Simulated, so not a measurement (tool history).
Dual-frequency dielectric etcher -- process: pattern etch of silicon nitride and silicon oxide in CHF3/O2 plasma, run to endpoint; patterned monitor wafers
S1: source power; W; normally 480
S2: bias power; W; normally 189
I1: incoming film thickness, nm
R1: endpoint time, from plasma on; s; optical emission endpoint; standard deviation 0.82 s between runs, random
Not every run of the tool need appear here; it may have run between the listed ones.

run     day   S1   S2     I1     R1
  1   0.000  480  189  222.0  151.2
  2   0.462  480  189  222.3  151.1
  3   0.775  480  189  218.3  147.7
  4   1.346  480  189  224.4  152.2
  5   1.779  480  224  221.1  139.0
  6   2.138  480  224  223.2  140.5
  7   2.867  480  224  222.3  140.4
      3.350  -- bias power generator calibrated
  8   3.533  480  189  222.4  151.5
      4.712  -- upper electrode replaced
  9   4.733  480  189  222.6  151.0
 10   4.750  480  189  219.6  148.9
 11   4.904  480  219  221.7  141.4
 12   5.446  520  223  221.4  137.1
 13   5.696  520  223  222.8  136.4
 14   5.962  520  223  221.1  136.0
 15   6.533  480  221  219.7  139.9
 16   6.788  530  225  219.4  133.1
 17   7.117  580  156  219.8  151.8
 18   7.746  480  158  219.6  161.1
 19   8.454  580  172  219.1  144.5
 20   9.175  480  189  222.1  151.1
 21   9.567  560  189  220.1  141.4
 22  10.279  570  236  220.9  129.7
 23  10.979  480  189  222.1  150.5
 24  11.312  440  230  222.0  142.3
     11.738  -- source power generator calibrated
 25  12.058  420  149  219.8  171.9
 26  12.383  540  206  221.1  140.3
 27  12.704  480  189  222.1  151.9
 28  13.088  480  234  220.3  136.6
     14.167  -- wet clean of the chamber
 29  14.188  370  150  219.8  178.6
 30  14.204  480  189  220.9  151.1
 31  14.638  530  211  219.3  137.7

Expected results for the next run?
 32  15.238  480  189  218.4   ?

R1: 148.8 s
Minus the tool's unlogged condition, the same run would have read R1 148.8 s.

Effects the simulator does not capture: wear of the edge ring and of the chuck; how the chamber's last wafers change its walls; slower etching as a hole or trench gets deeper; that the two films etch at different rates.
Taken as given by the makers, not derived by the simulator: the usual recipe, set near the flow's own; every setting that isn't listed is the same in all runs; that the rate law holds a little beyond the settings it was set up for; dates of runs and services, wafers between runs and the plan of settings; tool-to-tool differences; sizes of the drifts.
